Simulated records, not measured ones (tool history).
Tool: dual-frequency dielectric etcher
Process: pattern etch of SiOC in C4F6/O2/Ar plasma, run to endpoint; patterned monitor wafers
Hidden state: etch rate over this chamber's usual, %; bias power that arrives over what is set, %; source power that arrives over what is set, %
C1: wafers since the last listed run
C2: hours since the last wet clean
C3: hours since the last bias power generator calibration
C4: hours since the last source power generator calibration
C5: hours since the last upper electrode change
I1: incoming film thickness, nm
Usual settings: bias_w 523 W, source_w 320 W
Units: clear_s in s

Run 1, day 0: usual settings; C1 0; C2 211.9; C3 3702.5; C4 2404.6; C5 1459.4; I1 34.29. Result: clear_s 12.2 s.
Run 2, day 0.692: usual settings; C1 171; C2 228.5; C3 3719.1; C4 2421.2; C5 1476; I1 34.36. Result: clear_s 12.1 s.
Run 3, day 0.967: usual settings but source_w 370 W; C1 68; C2 235.1; C3 3725.7; C4 2427.8; C5 1482.6; I1 34.33. Result: clear_s 11.3 s.
Run 4, day 1.617: usual settings but source_w 370 W; C1 161; C2 250.7; C3 3741.3; C4 2443.4; C5 1498.2; I1 34.32. Result: clear_s 11.2 s.
Run 5, day 2.258: usual settings; C1 159; C2 266.1; C3 3756.7; C4 2458.8; C5 1513.6; I1 34.46. Result: clear_s 12.2 s.
Run 6, day 2.733: usual settings; C1 117; C2 277.5; C3 3768.1; C4 2470.2; C5 1525; I1 34.12. Result: clear_s 12.1 s.
Run 7, day 2.996: usual settings; C1 65; C2 283.8; C3 3774.4; C4 2476.5; C5 1531.3; I1 34.36. Result: clear_s 12.1 s.
Run 8, day 3.7: usual settings but source_w 350 W; C1 174; C2 300.7; C3 3791.3; C4 2493.4; C5 1548.2; I1 34.4. Result: clear_s 11.5 s.
Run 9, day 4.1: usual settings; C1 99; C2 310.3; C3 3800.9; C4 2503; C5 1557.8; I1 34.38. Result: clear_s 12.3 s.
Run 10, day 4.471: usual settings; C1 92; C2 319.2; C3 3809.8; C4 2511.9; C5 1566.7; I1 34.27. Result: clear_s 12 s.
At day 4.725: source power generator calibrated.
At day 4.729: bias power generator calibrated.
Run 11, day 5.075: usual settings but bias_w 628 W, source_w 340 W; C1 107; C2 333.7; C3 8.3; C4 8.4; C5 1581.2; I1 34.21. Result: clear_s 11.1 s.
Run 12, day 5.5: usual settings but bias_w 628 W, source_w 340 W; C1 105; C2 343.9; C3 18.5; C4 18.6; C5 1591.4; I1 34.43. Result: clear_s 11.2 s.
Run 13, day 6.204: usual settings; C1 174; C2 360.8; C3 35.4; C4 35.5; C5 1608.3; I1 34.46. Result: clear_s 12 s.
At day 7.692: wet clean of the chamber.
Run 14, day 7.712: usual settings; C1 126; C2 0.5; C3 71.6; C4 71.7; C5 1644.5; I1 34.22. Result: clear_s 13.5 s.
Run 15, day 7.729: usual settings but source_w 380 W; C1 4; C2 0.9; C3 72; C4 72.1; C5 1644.9; I1 34.07. Result: clear_s 11.9 s.
Run 16, day 7.929: usual settings but source_w 380 W; C1 49; C2 5.7; C3 76.8; C4 76.9; C5 1649.7; I1 34.48. Result: clear_s 12.2 s.
Run 17, day 8.338: usual settings but bias_w 470 W, source_w 390 W; C1 101; C2 15.5; C3 86.6; C4 86.7; C5 1659.5; I1 34.41. Result: clear_s 12.4 s.
Run 18, day 8.738: usual settings; C1 99; C2 25.1; C3 96.2; C4 96.3; C5 1669.1; I1 34.18. Result: clear_s 13.3 s.
Run 19, day 9.154: usual settings but bias_w 399 W; C1 103; C2 35.1; C3 106.2; C4 106.3; C5 1679.1; I1 34.47. Result: clear_s 14.4 s.
Run 20, day 9.875: usual settings; C1 178; C2 52.4; C3 123.5; C4 123.6; C5 1696.4; I1 34.41. Result: clear_s 13.5 s.
Run 21, day 10.433: usual settings but bias_w 646 W, source_w 290 W; C1 138; C2 65.8; C3 136.9; C4 137; C5 1709.8; I1 34.13. Result: clear_s 13 s.
At day 11.758: wet clean of the chamber, repeated, since the last time left the tool worse.
Run 22, day 11.779: usual settings but bias_w 418 W, source_w 350 W; C1 85; C2 0.5; C3 169.2; C4 169.3; C5 1742.1; I1 34.21. Result: clear_s 12.7 s.
Run 23, day 11.792: usual settings but bias_w 452 W; C1 3; C2 0.8; C3 169.5; C4 169.6; C5 1742.4; I1 34.61. Result: clear_s 13.3 s.
Run 24, day 11.808: usual settings; C1 4; C2 1.2; C3 169.9; C4 170; C5 1742.8; I1 34.53. Result: clear_s 12.8 s.
Run 25, day 11.908: usual settings but source_w 360 W; C1 24; C2 3.6; C3 172.3; C4 172.4; C5 1745.2; I1 34.61. Result: clear_s 11.8 s.
At day 13.112: upper electrode replaced.
Run 26, day 13.133: usual settings but bias_w 641 W, source_w 250 W; C1 55; C2 33; C3 201.7; C4 201.8; C5 0.5; I1 34.2. Result: clear_s 13.6 s.
Run 27, day 13.15: usual settings but bias_w 396 W, source_w 380 W; C1 4; C2 33.4; C3 202.1; C4 202.2; C5 0.9; I1 34.59. Result: clear_s 12.5 s.
Run 28, day 14.892: usual settings but bias_w 568 W, source_w 260 W; C1 432; C2 75.2; C3 243.9; C4 244; C5 42.7; I1 34.63. Result: clear_s 14.1 s.
Run 29, day 15.208: usual settings but bias_w 433 W, source_w 290 W; C1 78; C2 82.8; C3 251.5; C4 251.6; C5 50.3; I1 34.17. Result: clear_s 13.8 s.
Run 30, day 15.588: usual settings but source_w 260 W; C1 94; C2 91.9; C3 260.6; C4 260.7; C5 59.4; I1 34.2. Result: clear_s 14.2 s.
Run 31, day 16.054: usual settings but source_w 300 W; C1 115; C2 103.1; C3 271.8; C4 271.9; C5 70.6; I1 34.42. Result: clear_s 12.9 s.
Run 32, day 16.408: usual settings but bias_w 401 W, source_w 360 W; C1 87; C2 111.6; C3 280.3; C4 280.4; C5 79.1; I1 34.3. Result: clear_s 12.5 s.
Run 33, day 16.804: usual settings but bias_w 473 W, source_w 290 W; C1 98; C2 121.1; C3 289.8; C4 289.9; C5 88.6; I1 34.05. Result: clear_s 13.4 s.
Run 34, day 17.312: usual settings but bias_w 617 W, source_w 380 W; C1 126; C2 133.3; C3 302; C4 302.1; C5 100.8; I1 34.44. Result: clear_s 10.9 s.

Hidden state or all else? Some run-to-run changes of clear_s, split into what the settings, what came in and random variation would give without the hidden state, and what is left for the hidden state (with any gauge scatter that isn't in both results):
Run 4 -> 5: source_w 370 -> 320. clear_s +1 s: hidden state -0.1, all else +1.1.
Run 13 -> 14: wet clean of the chamber. clear_s +1.5 s: hidden state +1.3, all else +0.2.
Run 14 -> 15: source_w 320 -> 380. clear_s -1.6 s: hidden state -0.1, all else -1.5.
Run 21 -> 22: bias_w 646 -> 418, source_w 290 -> 350, wet clean of the chamber, repeated, since the last time left the tool worse. clear_s -0.3 s: hidden state -0.7, all else +0.4.
Run 25 -> 26: bias_w 523 -> 641, source_w 360 -> 250, upper electrode replaced. clear_s +1.8 s: hidden state -0.1, all else +1.9.
Run 33 -> 34: bias_w 473 -> 617, source_w 290 -> 380. clear_s -2.5 s: hidden state +0.1, all else -2.6.
